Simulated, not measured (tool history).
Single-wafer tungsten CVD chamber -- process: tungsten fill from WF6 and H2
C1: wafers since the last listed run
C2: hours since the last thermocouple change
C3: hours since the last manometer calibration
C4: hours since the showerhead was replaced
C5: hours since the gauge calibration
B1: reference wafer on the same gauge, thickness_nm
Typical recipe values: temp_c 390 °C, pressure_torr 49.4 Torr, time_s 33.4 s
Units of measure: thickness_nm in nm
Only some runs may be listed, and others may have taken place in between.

run 1 hour=0 | temp_c=390 pressure_torr=41.9 time_s=29.1 | C1=0 C2=1269.5 C3=1680.8 C4=5674.4 C5=122 | B1=116.028 | thickness_nm=89.428
run 2 hour=11.5 | temp_c=390 pressure_torr=41.9 time_s=29.1 | C1=308 C2=1281 C3=1692.3 C4=5685.9 C5=133.5 | B1=116.126 | thickness_nm=89.73
run 3 hour=27.3 | temp_c=390 pressure_torr=41.9 time_s=29.1 | C1=423 C2=1296.8 C3=1708.1 C4=5701.7 C5=149.3 | B1=116.163 | thickness_nm=89.46
run 4 hour=72.7 | temp_c=390 pressure_torr=49.4 time_s=33.4 | C1=1216 C2=1342.2 C3=1753.5 C4=5747.1 C5=194.7 | B1=116.112 | thickness_nm=111.561
run 5 hour=84.9 | temp_c=390 pressure_torr=49.4 time_s=33.4 | C1=326 C2=1354.4 C3=1765.7 C4=5759.3 C5=206.9 | B1=116.164 | thickness_nm=110.689
run 6 hour=101.9 | temp_c=390 pressure_torr=49.4 time_s=33.4 | C1=455 C2=1371.4 C3=1782.7 C4=5776.3 C5=223.9 | B1=116.186 | thickness_nm=112.005
run 7 hour=108.9 | temp_c=390 pressure_torr=43.4 time_s=38.2 | C1=187 C2=1378.4 C3=1789.7 C4=5783.3 C5=230.9 | B1=116.101 | thickness_nm=121.259
run 8 hour=117.2 | temp_c=390 pressure_torr=43.4 time_s=38.2 | C1=222 C2=1386.7 C3=1798 C4=5791.6 C5=239.2 | B1=116.24 | thickness_nm=121.159
-- hour=137.9 capacitance manometer re-zeroed and calibrated
run 9 hour=138.4 | temp_c=390 pressure_torr=49.4 time_s=37.4 | C1=353 C2=1407.9 C3=0.5 C4=5812.8 C5=260.4 | B1=116.136 | thickness_nm=125.792
-- hour=149.8 thermocouple changed; heater temperature recalibrated
run 10 hour=150.4 | temp_c=390 pressure_torr=49.4 time_s=37.4 | C1=107 C2=0.6 C3=12.5 C4=5824.8 C5=272.4 | B1=116.081 | thickness_nm=110.736
run 11 hour=165.4 | temp_c=390 pressure_torr=49.4 time_s=33.4 | C1=402 C2=15.6 C3=27.5 C4=5839.8 C5=287.4 | B1=116.028 | thickness_nm=99.329
-- hour=181.7 showerhead replaced
run 12 hour=182.2 | temp_c=390 pressure_torr=49.4 time_s=33.4 | C1=235 C2=32.4 C3=44.3 C4=0.5 C5=304.2 | B1=116.125 | thickness_nm=98.188
run 13 hour=194.7 | temp_c=390 pressure_torr=49.4 time_s=33.4 | C1=335 C2=44.9 C3=56.8 C4=13 C5=316.7 | B1=116.055 | thickness_nm=98.68
run 14 hour=204.9 | temp_c=390 pressure_torr=49.4 time_s=33.4 | C1=273 C2=55.1 C3=67 C4=23.2 C5=326.9 | B1=116.139 | thickness_nm=98.419
-- hour=207.6 gauge calibrated
run 15 hour=216.8 | temp_c=390 pressure_torr=49.4 time_s=33.4 | C1=318 C2=67 C3=78.9 C4=35.1 C5=9.2 | B1=116.058 | thickness_nm=98.421
run 16 hour=232.8 | temp_c=390 pressure_torr=49.4 time_s=33.4 | C1=428 C2=83 C3=94.9 C4=51.1 C5=25.2 | B1=116.078 | thickness_nm=98.623
run 17 hour=248.4 | temp_c=376 pressure_torr=52.9 time_s=33.4 | C1=418 C2=98.6 C3=110.5 C4=66.7 C5=40.8 | B1=116.056 | thickness_nm=78.938
run 18 hour=254.9 | temp_c=390 pressure_torr=49.4 time_s=33.4 | C1=174 C2=105.1 C3=117 C4=73.2 C5=47.3 | B1=116.007 | thickness_nm=98.375
run 19 hour=263.8 | temp_c=405 pressure_torr=37.5 time_s=35.2 | C1=238 C2=114 C3=125.9 C4=82.1 C5=56.2 | B1=116.066 | thickness_nm=118.438
run 20 hour=277.1 | temp_c=376 pressure_torr=49.4 time_s=33.4 | C1=356 C2=127.3 C3=139.2 C4=95.4 C5=69.5 | B1=116.067 | thickness_nm=76.755
run 21 hour=286 | temp_c=390 pressure_torr=49.4 time_s=33.4 | C1=238 C2=136.2 C3=148.1 C4=104.3 C5=78.4 | B1=116.212 | thickness_nm=98.406
run 22 hour=301.9 | temp_c=384 pressure_torr=37.5 time_s=36.4 | C1=426 C2=152.1 C3=164 C4=120.2 C5=94.3 | B1=116.255 | thickness_nm=85.782
run 23 hour=313.4 | temp_c=396 pressure_torr=49.4 time_s=33.4 | C1=308 C2=163.6 C3=175.5 C4=131.7 C5=105.8 | B1=116.099 | thickness_nm=109.111
run 24 hour=320.4 | temp_c=376 pressure_torr=49.4 time_s=27.2 | C1=187 C2=170.6 C3=182.5 C4=138.7 C5=112.8 | B1=116.192 | thickness_nm=62.603
run 25 hour=331.7 | temp_c=401 pressure_torr=37.5 time_s=33.4 | C1=302 C2=181.9 C3=193.8 C4=150 C5=124.1 | B1=116.025 | thickness_nm=105.13
run 26 hour=337.7 | temp_c=405 pressure_torr=37.5 time_s=35.2 | C1=160 C2=187.9 C3=199.8 C4=156 C5=130.1 | B1=116.188 | thickness_nm=117.611
run 27 hour=355.1 | temp_c=395 pressure_torr=58.9 time_s=33.4 | C1=466 C2=205.3 C3=217.2 C4=173.4 C5=147.5 | B1=116.021 | thickness_nm=115.574
run 28 hour=363.4 | temp_c=390 pressure_torr=49.4 time_s=33.4 | C1=222 C2=213.6 C3=225.5 C4=181.7 C5=155.8 | B1=116.025 | thickness_nm=98.575

4 ways to go on from here, each from the tool as it stands after run 28. What would each give?
run A hour=363.8 | temp_c=384 pressure_torr=49.4 time_s=33.4 | C1=10 C2=214 C3=225.9 C4=182.1 C5=156.2 | B1=? | thickness_nm=?
run B hour=363.8 | temp_c=390 pressure_torr=49.4 time_s=27.5 | C1=10 C2=214 C3=225.9 C4=182.1 C5=156.2 | B1=? | thickness_nm=?
run C hour=363.8 | temp_c=404 pressure_torr=45.1 time_s=30.4 | C1=10 C2=214 C3=225.9 C4=182.1 C5=156.2 | B1=? | thickness_nm=?
run D hour=363.8 | temp_c=390 pressure_torr=56.7 time_s=33.4 | C1=10 C2=214 C3=225.9 C4=182.1 C5=156.2 | B1=? | thickness_nm=?

run=A B1=116.047 thickness_nm=88.797
run=B B1=116.047 thickness_nm=81.062
run=C B1=116.047 thickness_nm=108.437
run=D B1=116.047 thickness_nm=104.462
With the hidden condition removed and each run's random variation left untouched, the same runs would have given:
run=A thickness_nm=88.811
run=B thickness_nm=81.074
run=C thickness_nm=108.452
run=D thickness_nm=104.478
